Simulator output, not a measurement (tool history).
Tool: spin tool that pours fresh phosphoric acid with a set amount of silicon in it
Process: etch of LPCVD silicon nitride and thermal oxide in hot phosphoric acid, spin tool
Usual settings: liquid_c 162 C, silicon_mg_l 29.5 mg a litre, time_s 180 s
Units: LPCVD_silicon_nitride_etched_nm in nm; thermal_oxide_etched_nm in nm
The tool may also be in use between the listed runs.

run	day	liquid_c	silicon_mg_l	time_s	read-back film thickness of the LPCVD silicon nitride reference wafer, read on the same gauge (nm)	read-back film thickness of the thermal oxide reference wafer, read on the same gauge (nm)	LPCVD_silicon_nitride_etched_nm	thermal_oxide_etched_nm
1	0	160.5	29.5	180	110	29.979	15.57	0.243
2	0.588	162	29.5	180	110	29.984	16.17	0.257
3	1.046	162	29.5	245	110.01	30.001	22.03	0.343
4	1.783	162	29.5	210	110	29.996	18.89	0.311
5	2.312	162	29.5	180	110	30.002	16.23	0.235
# day 2.808: heated supply line repaired
6	2.829	162	29.5	180	109.99	30.006	16.24	0.243
7	3.558	162	29.5	180	110.01	30.012	16.1	0.224
8	3.967	162	29.5	180	109.99	29.974	16.27	0.229
9	4.633	162	38	180	109.98	29.971	16.28	0.179
10	4.9	162	38	180	109.97	30.013	16.26	0.145
# day 5.083: gauge calibrated
11	5.196	163.5	11	180	110.03	29.985	16.9	0.522
12	5.654	159.5	7.5	240	110.01	30.006	19.77	0.589
# day 6.321: thermometer replaced
13	7.521	162	37	180	110.01	30.007	17.71	0.233
14	8.104	162	29.5	180	109.99	30.017	17.53	0.364

Forecast run 15:
15	8.412	162	29.5	180	?	?	?	?

Run 15 gave read-back film thickness of the LPCVD silicon nitride reference wafer, read on the same gauge (nm) 110.02, read-back film thickness of the thermal oxide reference wafer, read on the same gauge (nm) 29.998, LPCVD_silicon_nitride_etched_nm 17.59 nm, thermal_oxide_etched_nm 0.286 nm.
Without the tool's hidden state the same run would have given LPCVD_silicon_nitride_etched_nm 17.69 nm, thermal_oxide_etched_nm 0.29 nm.
